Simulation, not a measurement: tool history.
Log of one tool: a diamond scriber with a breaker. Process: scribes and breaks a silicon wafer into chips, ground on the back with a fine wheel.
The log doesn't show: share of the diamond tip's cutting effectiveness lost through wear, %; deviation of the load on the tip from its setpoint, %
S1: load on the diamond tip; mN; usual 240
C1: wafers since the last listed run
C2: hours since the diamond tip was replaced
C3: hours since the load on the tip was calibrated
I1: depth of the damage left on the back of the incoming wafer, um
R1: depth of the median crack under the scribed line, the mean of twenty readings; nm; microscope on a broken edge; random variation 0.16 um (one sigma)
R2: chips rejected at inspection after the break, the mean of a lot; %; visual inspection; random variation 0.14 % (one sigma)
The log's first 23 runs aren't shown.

Run 24, hour 1205.7: usual settings but S1 299 mN; C1 186; C2 94.5; C3 1487.2; I1 2.5. Result: R1 10680 nm, R2 8.67 %.
Run 25, hour 1243.2: usual settings; C1 182; C2 132; C3 1524.7; I1 1.72. Result: R1 9440 nm, R2 1.88 %.
Run 26, hour 1303.4: usual settings but S1 273 mN; C1 292; C2 192.2; C3 1584.9; I1 2.82. Result: R1 9970 nm, R2 5.09 %.
Run 27, hour 1345.4: usual settings but S1 303 mN; C1 204; C2 234.2; C3 1626.9; I1 2.64. Result: R1 10680 nm, R2 11.23 %.
Run 28, hour 1399.2: usual settings but S1 183 mN; C1 261; C2 288; C3 1680.7; I1 2.14. Result: R1 8030 nm, R2 12.83 %.
Run 29, hour 1425.7: usual settings but S1 312 mN; C1 128; C2 314.5; C3 1707.2; I1 2.13. Result: R1 10560 nm, R2 11.42 %.
At hour 1498.5: diamond tip replaced by a new one.
Run 30, hour 1499: usual settings but S1 303 mN; C1 346; C2 0.5; C3 1780.5; I1 2.06. Result: R1 10720 nm, R2 10.42 %.
Run 31, hour 1566.8: usual settings; C1 329; C2 68.3; C3 1848.3; I1 2.4. Result: R1 9110 nm, R2 2.38 %.
Run 32, hour 1593.7: usual settings but S1 259 mN; C1 130; C2 95.2; C3 1875.2; I1 1.97. Result: R1 9330 nm, R2 2.64 %.
At hour 1598.6: load on the tip recalibrated.
Run 33, hour 1663.4: usual settings; C1 328; C2 164.9; C3 64.8; I1 2.72. Result: R1 8960 nm, R2 2.74 %.
Run 34, hour 1693.9: usual settings but S1 302 mN; C1 148; C2 195.4; C3 95.3; I1 2.29. Result: R1 10570 nm, R2 9.38 %.
Run 35, hour 1743.9: usual settings but S1 290 mN; C1 242; C2 245.4; C3 145.3; I1 2.27. Result: R1 10430 nm, R2 7.43 %.
Run 36, hour 1786.3: usual settings but S1 280 mN; C1 206; C2 287.8; C3 187.7; I1 2.75. Result: R1 10490 nm, R2 5.83 %.
Run 37, hour 1824.4: usual settings but S1 286 mN; C1 185; C2 325.9; C3 225.8; I1 2.8. Result: R1 10240 nm, R2 7.35 %.
Run 38, hour 1862.5: usual settings but S1 304 mN; C1 185; C2 364; C3 263.9; I1 1.52. Result: R1 10850 nm, R2 9.89 %.
Run 39, hour 1926.9: usual settings; C1 312; C2 428.4; C3 328.3; I1 2.53. Result: R1 9240 nm, R2 2.63 %.
At hour 1957.5: diamond tip replaced by a new one.
Run 40, hour 1979.6: usual settings but S1 179 mN; C1 246; C2 22.1; C3 381; I1 2.13. Result: R1 7800 nm, R2 12.96 %.
Run 41, hour 2137.8: usual settings but S1 261 mN; C1 768; C2 180.3; C3 539.2; I1 2.64. Result: R1 9600 nm, R2 3.74 %.

4 ways to go on from here, each from the tool as it stands after run 41. What would each give?
Run A, hour 2138.3: usual settings but S1 172 mN; C1 2; C2 180.8; C3 539.7; I1 1.76. Result: R1 ?, R2 ?.
Run B, hour 2138.3: usual settings but S1 192 mN; C1 2; C2 180.8; C3 539.7; I1 1.76. Result: R1 ?, R2 ?.
Run C, hour 2138.3: usual settings but S1 307 mN; C1 2; C2 180.8; C3 539.7; I1 1.76. Result: R1 ?, R2 ?.
Run D, hour 2138.3: usual settings but S1 201 mN; C1 2; C2 180.8; C3 539.7; I1 1.76. Result: R1 ?, R2 ?.

run     R1     R2
  A   7500  17.76
  B   7990   9.49
  C  10560  11.18
  D   8200   6.82
Without the tool's hidden state the same runs would have given:
run     R1     R2
  A   7500  17.76
  B   7990   9.49
  C  10560  11.18
  D   8200   6.82

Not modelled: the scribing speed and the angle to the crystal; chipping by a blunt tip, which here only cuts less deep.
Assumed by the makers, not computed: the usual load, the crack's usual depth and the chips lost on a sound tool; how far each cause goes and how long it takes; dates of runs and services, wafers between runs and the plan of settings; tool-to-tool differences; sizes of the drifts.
